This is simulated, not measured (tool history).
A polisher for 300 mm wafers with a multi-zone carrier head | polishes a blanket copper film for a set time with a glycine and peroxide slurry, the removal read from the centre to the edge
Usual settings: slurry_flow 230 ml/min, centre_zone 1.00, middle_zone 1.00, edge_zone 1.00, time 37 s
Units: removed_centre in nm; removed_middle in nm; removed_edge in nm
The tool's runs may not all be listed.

| run | hour | slurry_flow | centre_zone | middle_zone | edge_zone | time | incoming thickness of the incoming film, nm | removed_centre | removed_middle | removed_edge |
|---|---|---|---|---|---|---|---|---|---|---|
| 1 | 0.0 | 230 | 1.00 | 1.00 | 1.00 | 37 | 1426.5 | 147.0 | 146.1 | 147.2 |
| 2 | 56.6 | 230 | 1.00 | 1.00 | 1.00 | 37 | 1453.4 | 144.6 | 142.3 | 140.8 |
|  | 63.1 | edge zone pressure recalibrated |
| 3 | 116.4 | 230 | 1.00 | 1.00 | 1.00 | 37 | 1430.7 | 141.5 | 142.7 | 136.3 |
| 4 | 168.0 | 230 | 1.00 | 1.03 | 1.00 | 37 | 1449.1 | 134.6 | 135.5 | 132.7 |
|  | 181.6 | worn pad replaced by a new one |
| 5 | 212.6 | 230 | 1.00 | 1.00 | 0.93 | 37 | 1423.0 | 149.2 | 147.6 | 139.9 |
|  | 239.1 | slurry nozzle cleaned |
|  | 239.9 | centre zone pressure recalibrated |
| 6 | 244.8 | 230 | 1.00 | 1.00 | 0.93 | 37 | 1437.0 | 149.9 | 149.4 | 143.4 |
| 7 | 281.1 | 230 | 1.00 | 1.00 | 0.93 | 37 | 1427.3 | 144.8 | 146.1 | 139.0 |
| 8 | 347.3 | 230 | 1.00 | 1.00 | 1.00 | 37 | 1445.4 | 144.2 | 142.0 | 138.4 |
|  | 365.6 | edge zone pressure recalibrated |
| 9 | 390.7 | 230 | 1.00 | 1.00 | 1.00 | 37 | 1423.0 | 136.5 | 140.6 | 135.2 |
|  | 414.6 | worn pad replaced by a new one |
| 10 | 421.1 | 180 | 1.00 | 1.00 | 1.07 | 32 | 1429.6 | 123.9 | 121.8 | 128.5 |
| 11 | 491.0 | 230 | 1.00 | 1.00 | 0.91 | 47 | 1429.3 | 187.6 | 187.1 | 178.3 |
| 12 | 522.2 | 230 | 1.00 | 1.00 | 1.00 | 37 | 1415.3 | 146.6 | 145.3 | 143.0 |
|  | 591.3 | carrier head's membrane replaced by a new one |
|  | 647.2 | worn pad replaced by a new one, of another model than before |
|  | 666.5 | edge zone pressure recalibrated |
|  | 680.1 | slurry nozzle cleaned |
| 13 | 719.4 | 230 | 1.00 | 1.00 | 1.00 | 42 | 1423.3 | 166.2 | 166.5 | 162.2 |
| 14 | 785.8 | 260 | 1.00 | 1.03 | 1.00 | 37 | 1430.8 | 146.0 | 147.9 | 144.1 |
| 15 | 840.9 | 230 | 0.94 | 1.00 | 0.93 | 37 | 1447.3 | 132.9 | 137.8 | 133.4 |
|  | 887.0 | worn pad replaced by a new one |
| 16 | 887.5 | 300 | 1.00 | 0.90 | 1.07 | 37 | 1412.7 | 147.9 | 137.3 | 150.7 |
| 17 | 941.2 | 230 | 1.00 | 0.91 | 1.08 | 37 | 1423.4 | 144.9 | 138.4 | 146.5 |
| 18 | 1005.1 | 165 | 1.00 | 1.06 | 1.05 | 37 | 1404.8 | 139.7 | 143.9 | 136.6 |
|  | 1027.0 | edge zone pressure recalibrated |
| 19 | 1045.1 | 230 | 1.07 | 1.05 | 1.10 | 37 | 1428.3 | 149.1 | 141.2 | 144.0 |
| 20 | 1072.3 | 230 | 1.00 | 1.00 | 1.00 | 37 | 1436.0 | 140.6 | 138.4 | 131.7 |
| 21 | 1108.0 | 230 | 1.10 | 1.00 | 0.95 | 29 | 1437.6 | 112.0 | 103.4 | 101.5 |

5 ways to go on from here, each from the tool as it stands after run 21. What would each give?
| A | 1108.4 | 230 | 1.00 | 1.00 | 1.00 | 37 | 1424.7 | ? | ? | ? |
| B | 1108.4 | 230 | 1.00 | 1.00 | 1.00 | 33 | 1424.7 | ? | ? | ? |
| C | 1108.4 | 170 | 1.00 | 1.00 | 1.00 | 29 | 1424.7 | ? | ? | ? |
| D | 1108.4 | 230 | 1.00 | 1.00 | 0.92 | 37 | 1424.7 | ? | ? | ? |
| E | 1108.4 | 230 | 1.07 | 1.00 | 1.00 | 37 | 1424.7 | ? | ? | ? |

| run | removed_centre | removed_middle | removed_edge |
|---|---|---|---|
| A | 133.5 | 133.4 | 130.3 |
| B | 119.0 | 119.0 | 116.2 |
| C | 101.9 | 102.2 | 100.3 |
| D | 133.5 | 133.5 | 125.2 |
| E | 141.7 | 133.4 | 130.3 |
Without the tool's hidden state the same runs would have given:
| run | removed_centre | removed_middle | removed_edge |
|---|---|---|---|
| A | 148.3 | 148.3 | 144.7 |
| B | 132.3 | 132.2 | 129.1 |
| C | 113.2 | 113.5 | 111.5 |
| D | 148.3 | 148.3 | 139.1 |
| E | 157.5 | 148.2 | 144.7 |
